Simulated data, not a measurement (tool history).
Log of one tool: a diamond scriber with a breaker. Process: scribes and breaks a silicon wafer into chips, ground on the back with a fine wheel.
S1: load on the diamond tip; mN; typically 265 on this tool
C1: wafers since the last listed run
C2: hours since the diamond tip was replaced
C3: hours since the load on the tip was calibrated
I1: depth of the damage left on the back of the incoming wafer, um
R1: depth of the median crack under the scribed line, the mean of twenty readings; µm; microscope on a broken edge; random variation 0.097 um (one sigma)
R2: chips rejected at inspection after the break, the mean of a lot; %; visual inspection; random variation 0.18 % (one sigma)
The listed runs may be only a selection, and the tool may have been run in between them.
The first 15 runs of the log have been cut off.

run,hour,S1,C1,C2,C3,I1,R1,R2
16,924.8,265,106,272.7,1401.6,2.55,7.28,5.29
17,961.1,265,92,309,1437.9,1.55,7.35,2.32
18,1008.6,265,121,356.5,1485.4,1.88,7.26,2.78
19,1050.6,265,107,398.5,1527.4,2.27,7.01,4.34
20,1150.8,265,256,498.7,1627.6,2.49,6.98,5.59
21,1189.9,265,99,537.8,1666.7,2.19,6.89,4.54
# hour 1234.9: load on the tip recalibrated
# hour 1240.2: diamond tip replaced by a new one
22,1240.7,311,119,0.5,5.8,2.75,7.79,5.73
23,1275.6,218,89,35.4,40.7,2.03,6.36,5.92
24,1345,340,177,104.8,110.1,2.78,8.35,6.68
25,1411.6,334,170,171.4,176.7,1.69,8.27,4.16
26,1448.9,233,95,208.7,214,2.53,6.54,6.73
27,1509.5,339,154,269.3,274.6,2.9,8.17,7.01
28,1554.3,203,114,314.1,319.4,1.7,5.82,7.68
29,1595.7,265,105,355.5,360.8,2.05,6.92,3.91
30,1631.4,302,91,391.2,396.5,2.79,7.45,5.61
31,1656.1,197,63,415.9,421.2,2.37,5.84,11.97
32,1722.1,229,168,481.9,487.2,1.67,6.11,5.21
33,1762.7,265,103,522.5,527.8,2.64,6.69,7.16
# hour 1800.7: diamond tip replaced by a new one
34,1830.9,265,169,30.2,596,2,7.6,3.25
35,1859.1,288,72,58.4,624.2,1.66,7.87,3.3
36,1886.5,209,70,85.8,651.6,2.21,6.57,5.78
37,1930.5,296,112,129.8,695.6,2.87,7.89,6.47
38,1988.4,265,148,187.7,753.5,1.53,7.25,2.64
39,2110,265,310,309.3,875.1,2.97,7.08,7.53

Forecast each of these 4 alternatives for the next run:
A,2110.6,265,1,309.9,875.7,1.8,?,?
B,2110.6,313,1,309.9,875.7,1.8,?,?
C,2110.6,188,1,309.9,875.7,1.8,?,?
D,2110.6,312,1,309.9,875.7,1.8,?,?

run,R1,R2
A,7.16,3.01
B,7.91,3.47
C,5.87,8.65
D,7.89,3.44
Without the tool's hidden state the same runs would have given:
run,R1,R2
A,7.27,2.94
B,8.03,3.72
C,5.96,7.96
D,8.01,3.68
